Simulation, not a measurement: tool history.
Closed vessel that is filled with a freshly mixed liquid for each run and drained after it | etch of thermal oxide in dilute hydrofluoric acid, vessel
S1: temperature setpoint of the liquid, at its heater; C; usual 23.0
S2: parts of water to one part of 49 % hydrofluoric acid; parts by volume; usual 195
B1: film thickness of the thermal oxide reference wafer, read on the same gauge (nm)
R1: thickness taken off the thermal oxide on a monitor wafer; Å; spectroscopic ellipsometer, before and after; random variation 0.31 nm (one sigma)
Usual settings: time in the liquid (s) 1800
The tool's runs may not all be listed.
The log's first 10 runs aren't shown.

run 11 hour=117.2 | S1=23.0 S2=195 time_in_the_liquid_(s)=2830 | B1=60.00 | R1=597.2
run 12 hour=126.1 | S1=23.0 S2=195 time_in_the_liquid_(s)=1800 | B1=60.00 | R1=383.2
run 13 hour=132.6 | S1=21.5 S2=165 time_in_the_liquid_(s)=2860 | B1=60.01 | R1=692.4
run 14 hour=140.5 | S1=28.0 S2=250 time_in_the_liquid_(s)=2570 | B1=60.02 | R1=475.1
-- hour=148.4 gauge calibrated
run 15 hour=151.0 | S1=23.0 S2=195 time_in_the_liquid_(s)=1800 | B1=60.01 | R1=379.2
run 16 hour=162.9 | S1=19.5 S2=110 time_in_the_liquid_(s)=2665 | B1=59.97 | R1=946.5
run 17 hour=177.7 | S1=23.0 S2=195 time_in_the_liquid_(s)=1800 | B1=59.99 | R1=377.7
run 18 hour=201.9 | S1=23.0 S2=165 time_in_the_liquid_(s)=845 | B1=60.02 | R1=216.0
run 19 hour=210.7 | S1=24.5 S2=225 time_in_the_liquid_(s)=1295 | B1=60.03 | R1=245.2
run 20 hour=220.8 | S1=23.0 S2=195 time_in_the_liquid_(s)=1800 | B1=60.00 | R1=376.0
run 21 hour=229.1 | S1=21.0 S2=195 time_in_the_liquid_(s)=1800 | B1=60.02 | R1=350.5
run 22 hour=236.0 | S1=20.5 S2=100 time_in_the_liquid_(s)=1800 | B1=60.02 | R1=739.7
-- hour=242.6 thermometer replaced
run 23 hour=249.3 | S1=24.5 S2=195 time_in_the_liquid_(s)=2020 | B1=59.99 | R1=446.5
run 24 hour=265.3 | S1=23.0 S2=195 time_in_the_liquid_(s)=1800 | B1=60.01 | R1=379.6
run 25 hour=281.0 | S1=20.5 S2=235 time_in_the_liquid_(s)=2305 | B1=59.98 | R1=355.0
run 26 hour=287.2 | S1=23.0 S2=195 time_in_the_liquid_(s)=2710 | B1=60.02 | R1=567.6
run 27 hour=303.5 | S1=27.5 S2=115 time_in_the_liquid_(s)=1100 | B1=60.00 | R1=507.6
run 28 hour=317.9 | S1=23.0 S2=195 time_in_the_liquid_(s)=1800 | B1=60.02 | R1=380.4
run 29 hour=335.1 | S1=23.0 S2=195 time_in_the_liquid_(s)=1800 | B1=60.00 | R1=384.0
run 30 hour=352.6 | S1=23.0 S2=120 time_in_the_liquid_(s)=1150 | B1=60.00 | R1=429.2
run 31 hour=369.2 | S1=26.0 S2=110 time_in_the_liquid_(s)=2585 | B1=60.01 | R1=1188.3
run 32 hour=380.1 | S1=18.5 S2=145 time_in_the_liquid_(s)=1800 | B1=60.00 | R1=458.2
run 33 hour=393.5 | S1=24.5 S2=105 time_in_the_liquid_(s)=2080 | B1=59.99 | R1=969.2
run 34 hour=404.4 | S1=23.0 S2=195 time_in_the_liquid_(s)=1800 | B1=60.02 | R1=380.7

Forecast each of these 4 alternatives for the next run:
run A hour=405.6 | S1=23.0 S2=195 time_in_the_liquid_(s)=1800 | B1=? | R1=?
run B hour=405.6 | S1=27.5 S2=270 time_in_the_liquid_(s)=2090 | B1=? | R1=?
run C hour=405.6 | S1=23.0 S2=285 time_in_the_liquid_(s)=2080 | B1=? | R1=?
run D hour=405.6 | S1=23.0 S2=100 time_in_the_liquid_(s)=1800 | B1=? | R1=?

run=A B1=60.02 R1=377.9
run=B B1=60.02 R1=343.4
run=C B1=60.02 R1=272.8
run=D B1=60.02 R1=819.8
Without the tool's hidden state the same runs would have given:
run=A R1=377.9
run=B R1=343.4
run=C R1=272.8
run=D R1=819.8

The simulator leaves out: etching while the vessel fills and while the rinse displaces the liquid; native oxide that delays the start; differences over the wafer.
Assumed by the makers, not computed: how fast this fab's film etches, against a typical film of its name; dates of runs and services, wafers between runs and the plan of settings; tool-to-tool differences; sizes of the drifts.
